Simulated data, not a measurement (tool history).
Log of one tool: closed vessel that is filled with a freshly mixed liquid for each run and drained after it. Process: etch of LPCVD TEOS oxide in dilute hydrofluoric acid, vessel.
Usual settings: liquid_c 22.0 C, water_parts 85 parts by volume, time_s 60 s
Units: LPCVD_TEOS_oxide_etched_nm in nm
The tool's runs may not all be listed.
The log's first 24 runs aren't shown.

run    hour  liquid_c  water_parts  time_s  wafers since the last listed run  hours since the thermometer was replaced  hours since the hydrofluoric acid flow meter was replaced  hours since the gauge calibration  read-back film thickness of the LPCVD TEOS oxide reference wafer, read on the same gauge (nm)  LPCVD_TEOS_oxide_etched_nm
 25  1775.1      22.0           65      35                             12216                                     291.8                                                     1322.5                             2669.9                                                                                          70.02                       19.29
     1889.4  -- hydrofluoric acid flow meter replaced
     1899.1  -- gauge calibrated
 26  1944.5      19.5          110      80                             21164                                     461.2                                                       55.1                               45.4                                                                                          70.02                       22.54
 27  2026.3      22.0           85      60                             10280                                     543.0                                                      136.9                              127.2                                                                                          70.04                       24.79
 28  2078.6      22.0           85      60                              6573                                     595.3                                                      189.2                              179.5                                                                                          70.00                       24.86
 29  2179.6      22.0           85      60                             12693                                     696.3                                                      290.2                              280.5                                                                                          70.00                       24.83
 30  2267.3      24.0           85      95                             11022                                     784.0                                                      377.9                              368.2                                                                                          70.01                       42.44
 31  2350.3      22.0           85      60                             10431                                     867.0                                                      460.9                              451.2                                                                                          70.00                       24.92
 32  2392.3      20.0           60      30                              5278                                     909.0                                                      502.9                              493.2                                                                                          69.97                       16.76
 33  2456.3      27.0          115      85                              8043                                     973.0                                                      566.9                              557.2                                                                                          70.02                       30.82

Forecast each of these 3 alternatives for the next run:
  A  2457.0      22.0           85      60                                87                                     973.7                                                      567.6                              557.9                                                                                              ?                           ?
  B  2457.0      26.0          100      30                                87                                     973.7                                                      567.6                              557.9                                                                                              ?                           ?
  C  2457.0      26.0           50      50                                87                                     973.7                                                      567.6                              557.9                                                                                              ?                           ?

run  read-back film thickness of the LPCVD TEOS oxide reference wafer, read on the same gauge (nm)  LPCVD_TEOS_oxide_etched_nm
  A                                                                                          69.99                       24.78
  B                                                                                          69.99                       12.11
  C                                                                                          69.99                       43.21
Without the tool's hidden state the same runs would have given:
run  LPCVD_TEOS_oxide_etched_nm
  A                       24.17
  B                       11.83
  C                       42.15
